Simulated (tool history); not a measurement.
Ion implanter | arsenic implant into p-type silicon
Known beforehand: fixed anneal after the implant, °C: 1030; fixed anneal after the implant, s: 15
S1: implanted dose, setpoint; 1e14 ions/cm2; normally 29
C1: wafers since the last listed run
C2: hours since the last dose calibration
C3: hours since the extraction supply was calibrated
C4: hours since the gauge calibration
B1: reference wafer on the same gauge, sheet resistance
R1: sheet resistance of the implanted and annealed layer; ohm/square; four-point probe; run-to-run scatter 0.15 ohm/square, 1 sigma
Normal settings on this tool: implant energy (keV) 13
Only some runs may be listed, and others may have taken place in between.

Run 1, hour 0: usual settings; C1 0; C2 1617.7; C3 2921.7; C4 368.8; B1 101.56. Result: R1 98.43 ohm/square.
Run 2, hour 69.3: usual settings but S1 26.93 1e14 ions/cm2, implant energy (keV) 15; C1 779; C2 1687; C3 2991; C4 438.1; B1 101.52. Result: R1 96.7 ohm/square.
Run 3, hour 136.8: usual settings but S1 26.93 1e14 ions/cm2, implant energy (keV) 15; C1 759; C2 1754.5; C3 3058.5; C4 505.6; B1 101.39. Result: R1 96.63 ohm/square.
Run 4, hour 205.3: usual settings but S1 26.93 1e14 ions/cm2, implant energy (keV) 15; C1 770; C2 1823; C3 3127; C4 574.1; B1 101.37. Result: R1 96.78 ohm/square.
Run 5, hour 266.2: usual settings; C1 685; C2 1883.9; C3 3187.9; C4 635; B1 101.31. Result: R1 98.16 ohm/square.
Run 6, hour 297: usual settings; C1 346; C2 1914.7; C3 3218.7; C4 665.8; B1 101.35. Result: R1 98.29 ohm/square.
Run 7, hour 355.4: usual settings; C1 657; C2 1973.1; C3 3277.1; C4 724.2; B1 101.23. Result: R1 98.03 ohm/square.
Run 8, hour 380.2: usual settings; C1 279; C2 1997.9; C3 3301.9; C4 749; B1 101.22. Result: R1 97.91 ohm/square.
Run 9, hour 418.6: usual settings; C1 432; C2 2036.3; C3 3340.3; C4 787.4; B1 101.3. Result: R1 98.06 ohm/square.
Run 10, hour 452.9: usual settings; C1 385; C2 2070.6; C3 3374.6; C4 821.7; B1 101.2. Result: R1 98.03 ohm/square.
Run 11, hour 488.2: usual settings; C1 397; C2 2105.9; C3 3409.9; C4 857; B1 101.2. Result: R1 98.09 ohm/square.
At hour 497.5: extraction supply calibrated.
Run 12, hour 536: usual settings but S1 34.5 1e14 ions/cm2, implant energy (keV) 10; C1 447; C2 2153.7; C3 38.5; C4 904.8; B1 101.2. Result: R1 99.47 ohm/square.
At hour 569.3: Faraday cup replaced and dose calibrated.
Run 13, hour 576.1: usual settings but S1 26.12 1e14 ions/cm2, implant energy (keV) 16; C1 361; C2 6.8; C3 78.6; C4 944.9; B1 101.18. Result: R1 95.43 ohm/square.
Run 14, hour 606.1: usual settings but S1 35.2 1e14 ions/cm2, implant energy (keV) 9.5; C1 337; C2 36.8; C3 108.6; C4 974.9; B1 101.21. Result: R1 99.58 ohm/square.
Run 15, hour 666.2: usual settings but S1 23.51 1e14 ions/cm2, implant energy (keV) 16.5; C1 676; C2 96.9; C3 168.7; C4 1035; B1 101.13. Result: R1 96.49 ohm/square.
At hour 686.1: gauge calibrated.
Run 16, hour 730.9: usual settings but S1 23.18 1e14 ions/cm2, implant energy (keV) 15; C1 728; C2 161.6; C3 233.4; C4 44.8; B1 102.07. Result: R1 99.76 ohm/square.

Expected results for the next run?
Run 17, hour 762: usual settings but implant energy (keV) 11.5; C1 349; C2 192.7; C3 264.5; C4 75.9; B1 ?. Result: R1 ?.

B1: 102.01
R1: 100.96 ohm/square
With the hidden condition absent and the run-to-run variation left alone, this run would have shown R1 101.27 ohm/square.

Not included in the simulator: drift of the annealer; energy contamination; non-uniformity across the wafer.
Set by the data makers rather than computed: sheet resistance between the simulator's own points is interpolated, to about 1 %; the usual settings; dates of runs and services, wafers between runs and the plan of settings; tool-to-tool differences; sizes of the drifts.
